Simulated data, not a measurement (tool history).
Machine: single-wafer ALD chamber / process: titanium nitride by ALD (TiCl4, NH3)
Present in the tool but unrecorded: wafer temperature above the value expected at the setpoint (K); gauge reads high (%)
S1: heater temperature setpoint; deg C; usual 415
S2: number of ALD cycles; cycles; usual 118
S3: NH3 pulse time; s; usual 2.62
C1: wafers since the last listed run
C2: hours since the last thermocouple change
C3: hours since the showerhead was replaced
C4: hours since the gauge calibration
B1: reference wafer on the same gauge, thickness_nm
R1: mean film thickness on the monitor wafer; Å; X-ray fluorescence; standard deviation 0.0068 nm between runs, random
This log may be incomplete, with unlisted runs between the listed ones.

Run 1, hour 0.0: usual settings; C1 0; C2 2038.7; C3 4915.2; C4 12.3; B1 2.432. Result: R1 26.96 Å.
Run 2, hour 8.2: usual settings; C1 15; C2 2046.9; C3 4923.4; C4 20.5; B1 2.429. Result: R1 27.01 Å.
Run 3, hour 16.0: usual settings; C1 14; C2 2054.7; C3 4931.2; C4 28.3; B1 2.429. Result: R1 26.97 Å.
Run 4, hour 23.9: usual settings but S2 134 cycles, S3 2.31 s; C1 14; C2 2062.6; C3 4939.1; C4 36.2; B1 2.431. Result: R1 30.46 Å.
Run 5, hour 34.6: usual settings but S2 134 cycles, S3 2.31 s; C1 19; C2 2073.3; C3 4949.8; C4 46.9; B1 2.430. Result: R1 30.53 Å.
Run 6, hour 45.1: usual settings but S2 134 cycles, S3 2.31 s; C1 19; C2 2083.8; C3 4960.3; C4 57.4; B1 2.430. Result: R1 30.50 Å.
Run 7, hour 58.6: usual settings but S1 420 deg C, S2 134 cycles; C1 25; C2 2097.3; C3 4973.8; C4 70.9; B1 2.430. Result: R1 30.74 Å.
Run 8, hour 71.9: usual settings but S1 420 deg C, S2 134 cycles; C1 24; C2 2110.6; C3 4987.1; C4 84.2; B1 2.429. Result: R1 30.70 Å.
Run 9, hour 80.3: usual settings but S3 1.94 s; C1 15; C2 2119.0; C3 4995.5; C4 92.6; B1 2.429. Result: R1 26.56 Å.
Run 10, hour 94.9: usual settings; C1 27; C2 2133.6; C3 5010.1; C4 107.2; B1 2.430. Result: R1 27.09 Å.
Run 11, hour 104.8: usual settings; C1 18; C2 2143.5; C3 5020.0; C4 117.1; B1 2.432. Result: R1 27.02 Å.
Run 12, hour 113.9: usual settings; C1 16; C2 2152.6; C3 5029.1; C4 126.2; B1 2.431. Result: R1 27.01 Å.
At hour 126.0: showerhead replaced.
Run 13, hour 126.5: usual settings but S2 134 cycles, S3 3.39 s; C1 8; C2 2165.2; C3 0.5; C4 138.8; B1 2.430. Result: R1 30.97 Å.
At hour 133.3: gauge calibrated.
Run 14, hour 138.7: usual settings; C1 22; C2 2177.4; C3 12.7; C4 5.4; B1 2.429. Result: R1 26.98 Å.
Run 15, hour 150.8: usual settings but S1 407 deg C, S3 2.34 s; C1 22; C2 2189.5; C3 24.8; C4 17.5; B1 2.429. Result: R1 26.82 Å.
Run 16, hour 165.4: usual settings; C1 27; C2 2204.1; C3 39.4; C4 32.1; B1 2.430. Result: R1 27.02 Å.
At hour 176.0: thermocouple changed; heater temperature recalibrated.
Run 17, hour 201.6: usual settings but S2 96 cycles, S3 2.21 s; C1 52; C2 25.6; C3 75.6; C4 68.3; B1 2.431. Result: R1 21.89 Å.
Run 18, hour 218.8: usual settings but S2 101 cycles, S3 1.76 s; C1 32; C2 42.8; C3 92.8; C4 85.5; B1 2.430. Result: R1 22.46 Å.
Run 19, hour 232.1: usual settings; C1 24; C2 56.1; C3 106.1; C4 98.8; B1 2.431. Result: R1 27.09 Å.
Run 20, hour 245.9: usual settings but S2 100 cycles, S3 3.33 s; C1 25; C2 69.9; C3 119.9; C4 112.6; B1 2.431. Result: R1 23.13 Å.
Run 21, hour 259.8: usual settings but S1 411 deg C, S3 3.36 s; C1 25; C2 83.8; C3 133.8; C4 126.5; B1 2.432. Result: R1 27.26 Å.
Run 22, hour 266.9: usual settings but S1 426 deg C, S2 108 cycles, S3 3.50 s; C1 13; C2 90.9; C3 140.9; C4 133.6; B1 2.430. Result: R1 25.04 Å.

Hidden state, per run?
wafer temperature above the value expected at the setpoint (K): 0, the same for each run
gauge reads high (%): 0, the same for each run
